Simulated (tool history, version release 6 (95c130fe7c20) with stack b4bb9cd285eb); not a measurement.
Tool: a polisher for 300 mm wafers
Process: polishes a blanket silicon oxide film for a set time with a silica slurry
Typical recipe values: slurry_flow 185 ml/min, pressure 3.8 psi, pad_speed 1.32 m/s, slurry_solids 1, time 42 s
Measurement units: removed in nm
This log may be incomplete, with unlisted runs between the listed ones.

run    hour  slurry_flow  pressure  pad_speed  slurry_solids  time  incoming thickness of the incoming film, nm  removed
  1       0          135       3.8       1.32              1    42                                       1384.9    128.9
  2    48.2          135       3.8       1.32              1    42                                       1379.1    126.1
       86.6  -- slurry nozzle cleaned
  3    94.4          135       3.8       1.32              1    42                                       1405.5    135.3
  4   156.8          185       3.8       1.16              1    42                                       1378.6    125.1
      181.3  -- worn pad replaced by a new one
  5   189.3          185       3.8       1.16              1    42                                       1390.5    128.2
      229.5  -- slurry blender recalibrated
  6   236.2          185       3.8       1.32              1    42                                       1402.7    138.7
  7   270.9          185       3.8       1.32              1    42                                       1371.5    137.6
  8   334.8          185       3.8       1.32              1    42                                       1381.4    132.8
      376.1  -- slurry nozzle cleaned
      389.5  -- worn pad replaced by a new one
      397.9  -- conditioning disc replaced and pad reconditioned
  9   398.4          185       3.8       1.32              1    42                                       1370.1    139.3
 10   429.3          185       3.2       1.32              1    42                                       1388.6    122.1
      433.1  -- head pressure recalibrated
 11   490.7          185       3.2       1.32              1    42                                       1409.9    117.6
 12   570.5          215       3.8       1.32            1.3    38                                       1366.9    144.6
      588.4  -- worn pad replaced by a new one
      604.2  -- slurry blender recalibrated
 13   604.7          220       3.8       1.32              1    42                                         1416    134.8
      618.4  -- slurry nozzle cleaned
 14     653          185       3.8       1.32              1    42                                       1379.3    138.2
 15   680.3          185       3.8       1.32              1    42                                       1396.5    139.4
 16   742.5          185       3.8       1.32              1    42                                       1405.6      138
 17   812.3          185       3.8       1.32           1.15    42                                       1375.7    146.6
        817  -- worn pad replaced by a new one
      820.8  -- conditioning disc replaced and pad reconditioned
 18   837.1          185       3.8       0.98              1    42                                       1392.7    106.6
      863.7  -- slurry nozzle cleaned
 19   884.5          185       3.8       0.98              1    42                                       1372.7    111.6
 20   914.5          185       3.8       1.14           0.85    42                                       1396.2    111.8
 21   964.2          185         3       1.64            0.7    33                                         1371     80.7
      999.8  -- slurry blender recalibrated
 22  1010.9          185       3.8       1.32           1.25    55                                       1395.9    203.9
     1024.4  -- worn pad replaced by a new one
 23  1079.8          135       3.8       1.08            1.2    52                                       1391.3    153.2

The tool's hidden state at each run:
removal rate lost through wear of the pad, %: 0, the same for each run
deviation of the head's pressure from its setpoint, %: 0, the same for each run
abrasive missing from the slurry, %: 0, the same for each run
time polished since the conditioner stopped cutting, s: 0, the same for each run
H1: slurry flow missing at the pad, %
run     H1
  1   21.1
  2     31
  3    2.1
  4   4.62
  5   7.53
  6   13.7
  7   19.7
  8     34
  9   6.67
 10   7.88
 11   13.2
 12     26
 13   33.5
 14   6.45
 15   7.81
 16   13.8
 17   25.3
 18   30.6
 19  0.554
 20   1.67
 21   5.57
 22   11.6
 23   24.5

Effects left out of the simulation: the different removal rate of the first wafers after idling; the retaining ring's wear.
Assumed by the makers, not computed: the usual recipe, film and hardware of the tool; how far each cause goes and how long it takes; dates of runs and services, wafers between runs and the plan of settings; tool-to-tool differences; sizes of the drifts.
